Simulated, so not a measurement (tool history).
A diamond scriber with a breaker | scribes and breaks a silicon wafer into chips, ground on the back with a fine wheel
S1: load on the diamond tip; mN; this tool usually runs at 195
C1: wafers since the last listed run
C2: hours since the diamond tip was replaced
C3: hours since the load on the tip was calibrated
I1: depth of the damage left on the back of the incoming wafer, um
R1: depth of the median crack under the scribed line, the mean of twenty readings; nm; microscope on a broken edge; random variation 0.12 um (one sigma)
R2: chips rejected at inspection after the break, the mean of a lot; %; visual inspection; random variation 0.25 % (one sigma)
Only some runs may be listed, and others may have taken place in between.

{"run": 1, "hour": 0.0, "S1": 195, "C1": 0, "C2": 258.7, "C3": 357.2, "I1": 2.94, "R1": 6980, "R2": 8.82}
{"run": 2, "hour": 95.5, "S1": 195, "C1": 181, "C2": 354.2, "C3": 452.7, "I1": 2.86, "R1": 6520, "R2": 10.5}
{"hour": 125.0, "done": "diamond tip replaced by a new one"}
{"run": 3, "hour": 191.2, "S1": 158, "C1": 177, "C2": 66.2, "C3": 548.4, "I1": 2.36, "R1": 6450, "R2": 7.51}
{"run": 4, "hour": 401.5, "S1": 158, "C1": 399, "C2": 276.5, "C3": 758.7, "I1": 2.33, "R1": 5860, "R2": 13.77}
{"hour": 448.2, "done": "diamond tip replaced by a new one"}
{"run": 5, "hour": 475.1, "S1": 195, "C1": 135, "C2": 26.9, "C3": 832.3, "I1": 2.81, "R1": 7840, "R2": 5.81}
{"run": 6, "hour": 581.2, "S1": 219, "C1": 201, "C2": 133, "C3": 938.4, "I1": 2.05, "R1": 8150, "R2": 4.22}
{"run": 7, "hour": 672.2, "S1": 219, "C1": 172, "C2": 224, "C3": 1029.4, "I1": 1.6, "R1": 8050, "R2": 2.18}
{"run": 8, "hour": 731.4, "S1": 195, "C1": 112, "C2": 283.2, "C3": 1088.6, "I1": 1.51, "R1": 6980, "R2": 1.68}
{"hour": 819.1, "done": "diamond tip replaced by a new one"}
{"run": 9, "hour": 821.1, "S1": 195, "C1": 166, "C2": 2, "C3": 1178.3, "I1": 2.17, "R1": 8220, "R2": 3.2}
{"run": 10, "hour": 893.2, "S1": 214, "C1": 136, "C2": 74.1, "C3": 1250.4, "I1": 1.67, "R1": 8440, "R2": 4.59}
{"run": 11, "hour": 935.1, "S1": 149, "C1": 79, "C2": 116, "C3": 1292.3, "I1": 2.68, "R1": 6500, "R2": 8.12}
{"run": 12, "hour": 1007.8, "S1": 148, "C1": 137, "C2": 188.7, "C3": 1365, "I1": 2.22, "R1": 6390, "R2": 8.63}
{"run": 13, "hour": 1111.9, "S1": 160, "C1": 197, "C2": 292.8, "C3": 1469.1, "I1": 1.91, "R1": 6170, "R2": 6.96}
{"hour": 1135.8, "done": "load on the tip recalibrated"}
{"hour": 1168.6, "done": "diamond tip replaced by a new one"}
{"run": 14, "hour": 1202.9, "S1": 236, "C1": 165, "C2": 34.3, "C3": 67.1, "I1": 1.91, "R1": 8740, "R2": 5.24}
{"run": 15, "hour": 1288.8, "S1": 212, "C1": 163, "C2": 120.2, "C3": 153, "I1": 1.74, "R1": 7960, "R2": 2.43}
{"run": 16, "hour": 1339.8, "S1": 211, "C1": 96, "C2": 171.2, "C3": 204, "I1": 2.65, "R1": 7660, "R2": 4.23}
{"run": 17, "hour": 1379.9, "S1": 160, "C1": 76, "C2": 211.3, "C3": 244.1, "I1": 2.1, "R1": 6150, "R2": 7.33}
{"run": 18, "hour": 1463.1, "S1": 175, "C1": 157, "C2": 294.5, "C3": 327.3, "I1": 1.96, "R1": 6330, "R2": 5.68}

Forecast each of these 4 alternatives for the next run:
{"run": "A", "hour": 1463.8, "S1": 195, "C1": 1, "C2": 295.2, "C3": 328, "I1": 1.87, "R1": "?", "R2": "?"}
{"run": "B", "hour": 1463.8, "S1": 147, "C1": 1, "C2": 295.2, "C3": 328, "I1": 1.87, "R1": "?", "R2": "?"}
{"run": "C", "hour": 1463.8, "S1": 210, "C1": 1, "C2": 295.2, "C3": 328, "I1": 1.87, "R1": "?", "R2": "?"}
{"run": "D", "hour": 1463.8, "S1": 176, "C1": 1, "C2": 295.2, "C3": 328, "I1": 1.87, "R1": "?", "R2": "?"}

run=A R1=6920 R2=3.17
run=B R1=5580 R2=15.19
run=C R1=7310 R2=2.33
run=D R1=6410 R2=5.96
With no hidden state in the tool, these same runs would have given:
run=A R1=7340 R2=2.31
run=B R1=5920 R2=10.59
run=C R1=7760 R2=2.53
run=D R1=6800 R2=3.64
